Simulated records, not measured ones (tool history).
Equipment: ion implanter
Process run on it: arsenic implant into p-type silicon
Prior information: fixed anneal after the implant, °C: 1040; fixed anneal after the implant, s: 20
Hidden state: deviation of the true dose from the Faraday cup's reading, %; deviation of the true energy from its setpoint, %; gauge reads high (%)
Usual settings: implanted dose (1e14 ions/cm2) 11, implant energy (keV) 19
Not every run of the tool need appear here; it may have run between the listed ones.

run   hour  implanted dose (1e14 ions/cm2)  implant energy (keV)  wafers since the last listed run  hours since the last dose calibration  hours since the extraction supply was calibrated  hours since the gauge calibration  read-back reference wafer on the same gauge, sheet resistance  sheet resistance of the implanted and annealed layer (ohm/square)
  1      0                            10.2                    21                                 0                                  787.4                                              5605                              149.7                                                         146.06                                                             130.24
  2   26.3                            10.2                    21                               841                                  813.7                                            5631.3                                176                                                         145.96                                                             130.58
  3   45.4                              11                    19                               611                                  832.8                                            5650.4                              195.1                                                         146.03                                                             127.03
  4   62.3                              11                    19                               541                                  849.7                                            5667.3                                212                                                         146.18                                                             125.69
  5   89.5                              11                    19                               870                                  876.9                                            5694.5                              239.2                                                         146.07                                                             126.31
  6  118.8                           12.45                  15.5                               937                                  906.2                                            5723.8                              268.5                                                         146.03                                                             120.53
  7    140                           12.45                  15.5                               678                                  927.4                                              5745                              289.7                                                         146.04                                                             121.03
  8  161.8                           12.45                  15.5                               697                                  949.2                                            5766.8                              311.5                                                         145.99                                                             120.18
  9  182.5                            9.09                    19                               662                                  969.9                                            5787.5                              332.2                                                         146.03                                                             143.48
 10  206.7                            9.09                    19                               774                                  994.1                                            5811.7                              356.4                                                         145.89                                                             143.85
 11  226.4                              11                    19                               630                                 1013.8                                            5831.4                              376.1                                                         145.99                                                             127.29
 12  243.5                            9.72                    17                               547                                 1030.9                                            5848.5                              393.2                                                         146.14                                                             140.53
 13  261.9                            10.2                    21                               589                                 1049.3                                            5866.9                              411.6                                                         146.01                                                             131.68
     276.2  -- extraction supply calibrated
 14  288.5                            8.57                    13                               595                                 1075.9                                              12.3                              438.2                                                         146.08                                                             156.98
     299.9  -- Faraday cup replaced and dose calibrated
 15  314.7                            8.62                  13.5                               582                                   14.8                                              38.5                              464.4                                                         146.01                                                             149.52
     343.1  -- gauge calibrated
 16  372.3                            8.19                    25                              1843                                   72.4                                              96.1                               29.2                                                         146.03                                                             145.17
 17  387.1                           12.59                    15                               473                                   87.2                                             110.9                                 44                                                         146.07                                                             118.98
 18  433.3                              11                  21.5                              1478                                  133.4                                             157.1                               90.2                                                         146.02                                                             120.96
 19  457.9                            9.62                  23.5                               787                                    158                                             181.7                              114.8                                                         146.08                                                             131.31
 20  472.8                            9.27                    22                               476                                  172.9                                             196.6                              129.7                                                         146.11                                                             135.31
 21  568.1                             8.5                    22                              3050                                  268.2                                             291.9                                225                                                         146.08                                                             143.88

How the hidden state differs across the entries between the runs, from the last listed run before each to the first after it:
After run 13, before run 14: extraction supply calibrated (hour 276.2)
  deviation of the true dose from the Faraday cup's reading, %: -5.32 -> -5.59
  difference, measured minus the result without the unlogged condition, sheet resistance of the implanted and annealed layer (ohm/square): +4.56 -> +6.13
After run 14, before run 15: Faraday cup replaced and dose calibrated (hour 299.9)
  deviation of the true dose from the Faraday cup's reading, %: -5.59 -> -0.171
  difference, measured minus the result without the unlogged condition, sheet resistance of the implanted and annealed layer (ohm/square): +6.13 -> +0.18
After run 15, before run 16: gauge calibrated (hour 343.1)
  deviation of the true dose from the Faraday cup's reading, %: -0.171 -> -0.195
  difference, measured minus the result without the unlogged condition, sheet resistance of the implanted and annealed layer (ohm/square): +0.18 -> +0.2
